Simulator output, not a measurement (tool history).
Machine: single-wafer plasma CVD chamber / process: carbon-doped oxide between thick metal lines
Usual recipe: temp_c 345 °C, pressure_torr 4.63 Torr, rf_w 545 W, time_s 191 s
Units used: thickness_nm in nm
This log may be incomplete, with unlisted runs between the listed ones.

| run | hour | temp_c | pressure_torr | rf_w | time_s | wafers since the last listed run | hours since the last thermocouple change | hours since the last RF generator calibration | hours since the last manometer calibration | hours since the showerhead was replaced | hours since the gauge calibration | read-back reference wafer on the same gauge, thickness_nm | thickness_nm |
|---|---|---|---|---|---|---|---|---|---|---|---|---|---|
| 1 | 0.0 | 338 | 4.63 | 545 | 206 | 0 | 899.7 | 521.4 | 2126.3 | 3642.3 | 994.5 | 991.446 | 1233.210 |
| 2 | 58.2 | 338 | 4.63 | 545 | 206 | 544 | 957.9 | 579.6 | 2184.5 | 3700.5 | 1052.7 | 991.102 | 1236.127 |
|  | 89.3 | capacitance manometer re-zeroed and calibrated |
| 3 | 125.3 | 345 | 4.63 | 545 | 191 | 553 | 1025.0 | 646.7 | 36.0 | 3767.6 | 1119.8 | 989.565 | 1106.470 |
| 4 | 194.6 | 345 | 4.63 | 545 | 191 | 648 | 1094.3 | 716.0 | 105.3 | 3836.9 | 1189.1 | 987.437 | 1102.063 |
| 5 | 228.3 | 345 | 4.63 | 545 | 191 | 315 | 1128.0 | 749.7 | 139.0 | 3870.6 | 1222.8 | 990.388 | 1106.010 |
| 6 | 267.2 | 349 | 4.06 | 545 | 191 | 364 | 1166.9 | 788.6 | 177.9 | 3909.5 | 1261.7 | 989.692 | 1062.981 |
| 7 | 305.2 | 349 | 4.06 | 545 | 191 | 355 | 1204.9 | 826.6 | 215.9 | 3947.5 | 1299.7 | 987.869 | 1062.280 |
| 8 | 346.1 | 345 | 4.63 | 545 | 191 | 382 | 1245.8 | 867.5 | 256.8 | 3988.4 | 1340.6 | 989.230 | 1105.709 |
| 9 | 409.5 | 345 | 4.63 | 545 | 191 | 593 | 1309.2 | 930.9 | 320.2 | 4051.8 | 1404.0 | 988.949 | 1110.861 |
| 10 | 449.5 | 360 | 4.93 | 500 | 156 | 374 | 1349.2 | 970.9 | 360.2 | 4091.8 | 1444.0 | 988.428 | 832.516 |
|  | 467.5 | showerhead replaced |
| 11 | 505.6 | 349 | 4.06 | 545 | 191 | 450 | 1405.3 | 1027.0 | 416.3 | 38.1 | 1500.1 | 988.715 | 1049.126 |
| 12 | 567.9 | 345 | 4.63 | 545 | 191 | 583 | 1467.6 | 1089.3 | 478.6 | 100.4 | 1562.4 | 991.042 | 1103.282 |
| 13 | 633.8 | 345 | 4.12 | 630 | 174 | 617 | 1533.5 | 1155.2 | 544.5 | 166.3 | 1628.3 | 987.437 | 1083.986 |
| 14 | 657.9 | 345 | 4.63 | 545 | 191 | 225 | 1557.6 | 1179.3 | 568.6 | 190.4 | 1652.4 | 989.628 | 1111.820 |
| 15 | 713.5 | 339 | 3.47 | 545 | 180 | 520 | 1613.2 | 1234.9 | 624.2 | 246.0 | 1708.0 | 989.432 | 990.735 |
| 16 | 785.0 | 330 | 4.63 | 495 | 206 | 669 | 1684.7 | 1306.4 | 695.7 | 317.5 | 1779.5 | 990.629 | 1159.530 |
| 17 | 820.1 | 341 | 5.22 | 435 | 222 | 328 | 1719.8 | 1341.5 | 730.8 | 352.6 | 1814.6 | 988.970 | 1119.761 |
| 18 | 864.9 | 345 | 4.63 | 485 | 191 | 419 | 1764.6 | 1386.3 | 775.6 | 397.4 | 1859.4 | 989.850 | 1021.048 |
|  | 914.7 | RF generator calibrated |
|  | 934.8 | thermocouple changed; heater temperature recalibrated |
|  | 934.9 | gauge calibrated |
| 19 | 935.3 | 351 | 4.63 | 545 | 191 | 509 | 0.5 | 20.6 | 846.0 | 467.8 | 0.4 | 989.158 | 1080.583 |
| 20 | 979.9 | 359 | 4.23 | 620 | 191 | 417 | 45.1 | 65.2 | 890.6 | 512.4 | 45.0 | 989.637 | 1147.653 |
| 21 | 1044.8 | 345 | 4.63 | 545 | 191 | 607 | 110.0 | 130.1 | 955.5 | 577.3 | 109.9 | 988.922 | 1110.328 |
| 22 | 1102.6 | 345 | 5.00 | 505 | 226 | 541 | 167.8 | 187.9 | 1013.3 | 635.1 | 167.7 | 990.002 | 1266.346 |
| 23 | 1140.6 | 345 | 4.63 | 545 | 214 | 355 | 205.8 | 225.9 | 1051.3 | 673.1 | 205.7 | 988.726 | 1240.324 |
| 24 | 1209.8 | 353 | 3.81 | 455 | 209 | 647 | 275.0 | 295.1 | 1120.5 | 742.3 | 274.9 | 990.698 | 986.058 |
| 25 | 1236.1 | 345 | 4.63 | 545 | 191 | 246 | 301.3 | 321.4 | 1146.8 | 768.6 | 301.2 | 990.837 | 1120.680 |
| 26 | 1286.9 | 345 | 4.63 | 545 | 191 | 475 | 352.1 | 372.2 | 1197.6 | 819.4 | 352.0 | 989.565 | 1114.210 |
| 27 | 1348.2 | 345 | 4.63 | 545 | 168 | 573 | 413.4 | 433.5 | 1258.9 | 880.7 | 413.3 | 990.603 | 981.912 |

Measured less the same run without the tool's hidden state. The same run-to-run variation is in both; the gauge's scatter may not be:
The hidden state here: wafer temperature above the value expected at the setpoint (K); delivered RF power above the setpoint (%); true pressure above the setpoint (%); gauge reads high (%).
| run | thickness_nm |
|---|---|
| 1 | +24.244 |
| 2 | +24.916 |
| 3 | +0.658 |
| 4 | +1.414 |
| 5 | +1.786 |
| 6 | +1.712 |
| 7 | +2.030 |
| 8 | +3.066 |
| 9 | +3.768 |
| 10 | +3.128 |
| 11 | +3.655 |
| 12 | +5.435 |
| 13 | +5.611 |
| 14 | +6.438 |
| 15 | +3.222 |
| 16 | +8.118 |
| 17 | +6.216 |
| 18 | +7.920 |
| 19 | +9.097 |
| 20 | +9.702 |
| 21 | +10.483 |
| 22 | +12.017 |
| 23 | +12.813 |
| 24 | +8.719 |
| 25 | +12.563 |
| 26 | +13.009 |
| 27 | +12.012 |
